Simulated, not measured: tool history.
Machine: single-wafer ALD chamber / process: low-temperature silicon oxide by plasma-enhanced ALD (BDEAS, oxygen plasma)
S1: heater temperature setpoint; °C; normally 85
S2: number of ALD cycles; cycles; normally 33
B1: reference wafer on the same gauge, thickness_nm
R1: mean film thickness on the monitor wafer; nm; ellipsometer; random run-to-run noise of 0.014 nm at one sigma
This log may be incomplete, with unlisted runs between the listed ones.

Run 1, hour 0: usual settings; B1 6.049. Result: R1 5.372 nm.
Run 2, hour 25: usual settings; B1 6.05. Result: R1 5.388 nm.
Run 3, hour 56.5: usual settings but S2 38 cycles; B1 6.053. Result: R1 6.197 nm.
Run 4, hour 92.5: usual settings but S2 38 cycles; B1 6.046. Result: R1 6.163 nm.
Run 5, hour 127.8: usual settings but S2 38 cycles; B1 6.049. Result: R1 6.187 nm.
Run 6, hour 146.5: usual settings; B1 6.053. Result: R1 5.372 nm.
Run 7, hour 180.1: usual settings; B1 6.052. Result: R1 5.365 nm.
Run 8, hour 209.7: usual settings; B1 6.048. Result: R1 5.362 nm.
Run 9, hour 238: usual settings; B1 6.05. Result: R1 5.361 nm.
Run 10, hour 257.2: usual settings; B1 6.055. Result: R1 5.371 nm.
Run 11, hour 270: usual settings; B1 6.049. Result: R1 5.351 nm.
Run 12, hour 290.3: usual settings; B1 6.048. Result: R1 5.357 nm.
Run 13, hour 311.5: usual settings; B1 6.051. Result: R1 5.349 nm.
Run 14, hour 346.8: usual settings but S2 35 cycles; B1 6.043. Result: R1 5.679 nm.
Run 15, hour 380.2: usual settings; B1 6.05. Result: R1 5.362 nm.
Run 16, hour 408.5: usual settings; B1 6.044. Result: R1 5.354 nm.
Run 17, hour 442.2: usual settings; B1 6.054. Result: R1 5.342 nm.
Run 18, hour 471.4: usual settings but S1 74 °C, S2 31 cycles; B1 6.053. Result: R1 5.211 nm.
Run 19, hour 500.8: usual settings but S2 28 cycles; B1 6.049. Result: R1 4.542 nm.
Run 20, hour 531.1: usual settings but S2 28 cycles; B1 6.051. Result: R1 4.541 nm.
Run 21, hour 555.5: usual settings; B1 6.052. Result: R1 5.339 nm.
Run 22, hour 580.8: usual settings; B1 6.057. Result: R1 5.35 nm.
Run 23, hour 615.1: usual settings; B1 6.05. Result: R1 5.344 nm.
Run 24, hour 630.7: usual settings but S1 71 °C, S2 35 cycles; B1 6.047. Result: R1 5.966 nm.
Run 25, hour 651.6: usual settings; B1 6.054. Result: R1 5.352 nm.
At hour 676.8: thermocouple changed; heater temperature recalibrated.
Run 26, hour 680.4: usual settings but S2 27 cycles; B1 6.046. Result: R1 4.474 nm.
Run 27, hour 705.2: usual settings but S1 71 °C, S2 27 cycles; B1 6.049. Result: R1 4.68 nm.
Run 28, hour 734.2: usual settings; B1 6.051. Result: R1 5.492 nm.
Run 29, hour 747.7: usual settings but S1 92 °C, S2 37 cycles; B1 6.058. Result: R1 5.995 nm.
Run 30, hour 848.2: usual settings but S1 91 °C; B1 6.052. Result: R1 5.319 nm.
At hour 851.9: gauge calibrated.
Run 31, hour 868.6: usual settings but S1 77 °C, S2 37 cycles; B1 6.047. Result: R1 6.284 nm.
Run 32, hour 902.4: usual settings; B1 6.054. Result: R1 5.46 nm.
Run 33, hour 925.1: usual settings; B1 6.051. Result: R1 5.444 nm.
Run 34, hour 955.1: usual settings but S1 72 °C, S2 27 cycles; B1 6.051. Result: R1 4.639 nm.
Run 35, hour 979.1: usual settings but S1 73 °C, S2 39 cycles; B1 6.055. Result: R1 6.698 nm.
Run 36, hour 997.5: usual settings but S1 71 °C; B1 6.05. Result: R1 5.725 nm.
Run 37, hour 1014.2: usual settings but S1 93 °C, S2 27 cycles; B1 6.048. Result: R1 4.332 nm.
Run 38, hour 1043.1: usual settings; B1 6.049. Result: R1 5.454 nm.
Run 39, hour 1066.9: usual settings but S1 72 °C, S2 31 cycles; B1 6.05. Result: R1 5.358 nm.
Run 40, hour 1131.4: usual settings but S1 78 °C, S2 37 cycles; B1 6.053. Result: R1 6.262 nm.
Run 41, hour 1157.3: usual settings but S1 71 °C, S2 31 cycles; B1 6.054. Result: R1 5.367 nm.
Run 42, hour 1179: usual settings but S1 72 °C; B1 6.055. Result: R1 5.682 nm.
Run 43, hour 1214.3: usual settings but S1 93 °C, S2 37 cycles; B1 6.05. Result: R1 5.96 nm.
Run 44, hour 1232: usual settings but S1 99 °C, S2 30 cycles; B1 6.048. Result: R1 4.734 nm.
Run 45, hour 1331.7: usual settings but S2 29 cycles; B1 6.053. Result: R1 4.793 nm.
Run 46, hour 1346.5: usual settings but S1 76 °C, S2 31 cycles; B1 6.048. Result: R1 5.255 nm.
Run 47, hour 1364.2: usual settings but S1 99 °C, S2 29 cycles; B1 6.05. Result: R1 4.535 nm.

Pick out some run-to-run changes in R1. Of each, how much would a tool without hidden state show as well, from the settings, what came in and chance, and how much is left for the hidden state and any gauge scatter not in both results compared?
Hidden state at play: wafer temperature above the value expected at the setpoint (K); gauge reads high (%).
Run 2 -> 3: S2 33 -> 38. R1 +0.809 nm: hidden state -0.016, all else +0.825.
Run 20 -> 21: S2 28 -> 33. R1 +0.798 nm: hidden state -0.018, all else +0.816.
Run 25 -> 26: S2 33 -> 27, thermocouple changed; heater temperature recalibrated. R1 -0.878 nm: hidden state +0.12, all else -0.998.
Run 34 -> 35: S1 72 -> 73, S2 27 -> 39. R1 +2.059 nm: hidden state -0.004, all else +2.063.
Run 36 -> 37: S1 71 -> 93, S2 33 -> 27. R1 -1.393 nm: hidden state +0.002, all else -1.395.
Run 43 -> 44: S1 93 -> 99, S2 37 -> 30. R1 -1.226 nm: hidden state +0.004, all else -1.23.
